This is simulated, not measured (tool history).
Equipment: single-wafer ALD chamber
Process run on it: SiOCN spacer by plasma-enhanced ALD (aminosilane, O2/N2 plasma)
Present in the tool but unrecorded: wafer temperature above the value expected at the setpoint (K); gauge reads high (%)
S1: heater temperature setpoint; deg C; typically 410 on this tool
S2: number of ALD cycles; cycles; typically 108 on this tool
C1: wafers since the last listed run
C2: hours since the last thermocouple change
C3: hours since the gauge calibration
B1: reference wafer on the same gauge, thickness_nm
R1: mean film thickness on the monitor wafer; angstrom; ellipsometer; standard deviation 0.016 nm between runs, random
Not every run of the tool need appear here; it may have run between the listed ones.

| run | hour | S1 | S2 | C1 | C2 | C3 | B1 | R1 |
|---|---|---|---|---|---|---|---|---|
| 1 | 0 | 410 | 108 | 0 | 2718.2 | 255.7 | 5.453 | 62.15 |
| 2 | 9.1 | 410 | 108 | 30 | 2727.3 | 264.8 | 5.448 | 62.04 |
| 3 | 17.3 | 410 | 108 | 27 | 2735.5 | 273 | 5.446 | 62.29 |
| 4 | 33.2 | 410 | 108 | 53 | 2751.4 | 288.9 | 5.442 | 62.13 |
| 5 | 43.9 | 410 | 108 | 35 | 2762.1 | 299.6 | 5.438 | 62.17 |
| 6 | 59.6 | 410 | 108 | 52 | 2777.8 | 315.3 | 5.432 | 61.68 |
| 7 | 76.5 | 420 | 93 | 56 | 2794.7 | 332.2 | 5.421 | 51.89 |
| 8 | 93.7 | 420 | 93 | 57 | 2811.9 | 349.4 | 5.415 | 51.82 |
| 9 | 103.4 | 420 | 93 | 32 | 2821.6 | 359.1 | 5.413 | 51.62 |
| 10 | 109.6 | 410 | 108 | 20 | 2827.8 | 365.3 | 5.409 | 61.75 |
| 11 | 122.7 | 410 | 108 | 44 | 2840.9 | 378.4 | 5.404 | 61.69 |
| 12 | 139.9 | 410 | 108 | 57 | 2858.1 | 395.6 | 5.395 | 61.53 |
| 13 | 153.2 | 410 | 108 | 44 | 2871.4 | 408.9 | 5.391 | 61.24 |
| 14 | 166.4 | 410 | 117 | 44 | 2884.6 | 422.1 | 5.385 | 66.72 |
| 15 | 178.5 | 410 | 117 | 40 | 2896.7 | 434.2 | 5.384 | 66.14 |
|  | 180.7 | gauge calibrated |
| 16 | 187.2 | 410 | 96 | 29 | 2905.4 | 6.5 | 5.494 | 55.75 |
| 17 | 202.8 | 410 | 96 | 52 | 2921 | 22.1 | 5.49 | 55.89 |
| 18 | 219 | 410 | 108 | 54 | 2937.2 | 38.3 | 5.486 | 62.7 |
| 19 | 231.1 | 410 | 108 | 40 | 2949.3 | 50.4 | 5.49 | 62.54 |
| 20 | 247.9 | 410 | 108 | 56 | 2966.1 | 67.2 | 5.484 | 62.65 |
| 21 | 254.1 | 402 | 118 | 20 | 2972.3 | 73.4 | 5.489 | 69.83 |
| 22 | 260.3 | 402 | 118 | 20 | 2978.5 | 79.6 | 5.495 | 69.59 |
| 23 | 275.9 | 398 | 93 | 52 | 2994.1 | 95.2 | 5.481 | 55.64 |
| 24 | 291.4 | 403 | 124 | 52 | 3009.6 | 110.7 | 5.483 | 73.04 |
| 25 | 308.5 | 410 | 108 | 57 | 3026.7 | 127.8 | 5.479 | 62.63 |
| 26 | 323.9 | 410 | 88 | 51 | 3042.1 | 143.2 | 5.482 | 50.94 |
|  | 334.4 | thermocouple changed; heater temperature recalibrated |
| 27 | 341.6 | 415 | 123 | 32 | 7.2 | 160.9 | 5.475 | 70.23 |
| 28 | 357.3 | 403 | 120 | 52 | 22.9 | 176.6 | 5.477 | 70.78 |
| 29 | 364.6 | 420 | 121 | 24 | 30.2 | 183.9 | 5.477 | 67.85 |
| 30 | 375.9 | 420 | 121 | 37 | 41.5 | 195.2 | 5.473 | 67.76 |
| 31 | 383.2 | 396 | 108 | 24 | 48.8 | 202.5 | 5.47 | 64.26 |
| 32 | 398.1 | 425 | 99 | 50 | 63.7 | 217.4 | 5.464 | 54.72 |
| 33 | 409.9 | 410 | 108 | 39 | 75.5 | 229.2 | 5.467 | 62.14 |
| 34 | 417.1 | 410 | 108 | 24 | 82.7 | 236.4 | 5.459 | 62.38 |
| 35 | 431.3 | 410 | 96 | 47 | 96.9 | 250.6 | 5.46 | 55.21 |
| 36 | 446.2 | 410 | 108 | 50 | 111.8 | 265.5 | 5.449 | 62.08 |
| 37 | 452.2 | 410 | 108 | 20 | 117.8 | 271.5 | 5.448 | 61.93 |
| 38 | 458.7 | 423 | 126 | 21 | 124.3 | 278 | 5.448 | 69.71 |
| 39 | 471.4 | 410 | 91 | 42 | 137 | 290.7 | 5.443 | 52.15 |
| 40 | 481.6 | 410 | 129 | 34 | 147.2 | 300.9 | 5.442 | 73.88 |
| 41 | 490 | 402 | 98 | 28 | 155.6 | 309.3 | 5.436 | 57.76 |
| 42 | 505.9 | 424 | 114 | 53 | 171.5 | 325.2 | 5.434 | 62.86 |
| 43 | 522.5 | 410 | 108 | 55 | 188.1 | 341.8 | 5.425 | 61.87 |
| 44 | 531.6 | 406 | 128 | 30 | 197.2 | 350.9 | 5.426 | 73.9 |
| 45 | 544.1 | 423 | 126 | 41 | 209.7 | 363.4 | 5.418 | 69.63 |

Consider 4 possible next runs. They are alternatives, not a sequence: every one starts from the tool as it was left by run 45. What does each give?
| A | 544.7 | 410 | 108 | 2 | 210.3 | 364 | ? | ? |
| B | 544.7 | 403 | 108 | 2 | 210.3 | 364 | ? | ? |
| C | 544.7 | 400 | 108 | 2 | 210.3 | 364 | ? | ? |
| D | 544.7 | 410 | 98 | 2 | 210.3 | 364 | ? | ? |

| run | B1 | R1 |
|---|---|---|
| A | 5.413 | 61.63 |
| B | 5.413 | 62.81 |
| C | 5.413 | 63.31 |
| D | 5.413 | 55.93 |
Take away the tool's hidden state, keep each run's random variation, and the runs would have read:
| run | R1 |
|---|---|
| A | 62.44 |
| B | 63.63 |
| C | 64.14 |
| D | 56.66 |

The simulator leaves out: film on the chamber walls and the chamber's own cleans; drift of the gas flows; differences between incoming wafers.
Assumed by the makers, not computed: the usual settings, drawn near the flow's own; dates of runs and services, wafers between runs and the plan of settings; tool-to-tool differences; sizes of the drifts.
